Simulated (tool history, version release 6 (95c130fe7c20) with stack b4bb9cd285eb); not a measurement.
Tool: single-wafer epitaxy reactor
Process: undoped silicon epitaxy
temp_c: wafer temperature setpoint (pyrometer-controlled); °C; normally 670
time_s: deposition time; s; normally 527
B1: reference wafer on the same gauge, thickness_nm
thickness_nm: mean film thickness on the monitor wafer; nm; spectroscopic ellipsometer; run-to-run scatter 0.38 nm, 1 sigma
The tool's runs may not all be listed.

{"run": 1, "day": 0.0, "temp_c": 670, "time_s": 486, "B1": 124.894, "thickness_nm": 134.782}
{"run": 2, "day": 0.829, "temp_c": 670, "time_s": 486, "B1": 125.04, "thickness_nm": 134.373}
{"run": 3, "day": 1.329, "temp_c": 675, "time_s": 527, "B1": 125.04, "thickness_nm": 161.819}
{"run": 4, "day": 2.421, "temp_c": 677, "time_s": 481, "B1": 125.035, "thickness_nm": 153.69}
{"run": 5, "day": 3.033, "temp_c": 670, "time_s": 527, "B1": 124.962, "thickness_nm": 145.805}
{"run": 6, "day": 4.038, "temp_c": 670, "time_s": 527, "B1": 125.049, "thickness_nm": 145.383}
{"run": 7, "day": 5.6, "temp_c": 660, "time_s": 527, "B1": 125.009, "thickness_nm": 119.131}
{"run": 8, "day": 6.721, "temp_c": 670, "time_s": 527, "B1": 125.011, "thickness_nm": 146.621}
{"run": 9, "day": 7.5, "temp_c": 670, "time_s": 527, "B1": 124.951, "thickness_nm": 146.491}
{"run": 10, "day": 8.246, "temp_c": 670, "time_s": 527, "B1": 125.003, "thickness_nm": 145.644}
{"run": 11, "day": 9.667, "temp_c": 676, "time_s": 436, "B1": 124.979, "thickness_nm": 136.653}
{"day": 10.746, "done": "pyrometer calibrated"}
{"run": 12, "day": 10.767, "temp_c": 670, "time_s": 589, "B1": 124.975, "thickness_nm": 144.857}
{"run": 13, "day": 11.488, "temp_c": 670, "time_s": 566, "B1": 125.046, "thickness_nm": 139.861}
{"run": 14, "day": 12.7, "temp_c": 658, "time_s": 598, "B1": 125.024, "thickness_nm": 115.464}
{"run": 15, "day": 14.188, "temp_c": 678, "time_s": 499, "B1": 124.973, "thickness_nm": 145.651}
{"day": 14.317, "done": "gauge calibrated"}
{"run": 16, "day": 15.475, "temp_c": 670, "time_s": 527, "B1": 124.979, "thickness_nm": 132.308}
{"run": 17, "day": 16.775, "temp_c": 679, "time_s": 472, "B1": 124.969, "thickness_nm": 143.605}
{"run": 18, "day": 17.55, "temp_c": 670, "time_s": 527, "B1": 124.932, "thickness_nm": 133.579}
{"run": 19, "day": 18.542, "temp_c": 659, "time_s": 527, "B1": 124.99, "thickness_nm": 106.625}
{"run": 20, "day": 19.996, "temp_c": 670, "time_s": 527, "B1": 125.061, "thickness_nm": 134.603}

Alternative continuations, all from the tool just after run 20; predict every row:
{"run": "A", "day": 20.017, "temp_c": 670, "time_s": 622, "B1": "?", "thickness_nm": "?"}
{"run": "B", "day": 20.017, "temp_c": 677, "time_s": 584, "B1": "?", "thickness_nm": "?"}
{"run": "C", "day": 20.017, "temp_c": 682, "time_s": 500, "B1": "?", "thickness_nm": "?"}
{"run": "D", "day": 20.017, "temp_c": 680, "time_s": 483, "B1": "?", "thickness_nm": "?"}
{"run": "E", "day": 20.017, "temp_c": 670, "time_s": 611, "B1": "?", "thickness_nm": "?"}

run=A B1=124.990 thickness_nm=158.493
run=B B1=124.990 thickness_nm=171.387
run=C B1=124.990 thickness_nm=162.112
run=D B1=124.990 thickness_nm=150.499
run=E B1=124.990 thickness_nm=155.690
With no hidden state in the tool, these same runs would have given:
run=A thickness_nm=151.326
run=B thickness_nm=163.746
run=C thickness_nm=154.957
run=D thickness_nm=143.830
run=E thickness_nm=148.650

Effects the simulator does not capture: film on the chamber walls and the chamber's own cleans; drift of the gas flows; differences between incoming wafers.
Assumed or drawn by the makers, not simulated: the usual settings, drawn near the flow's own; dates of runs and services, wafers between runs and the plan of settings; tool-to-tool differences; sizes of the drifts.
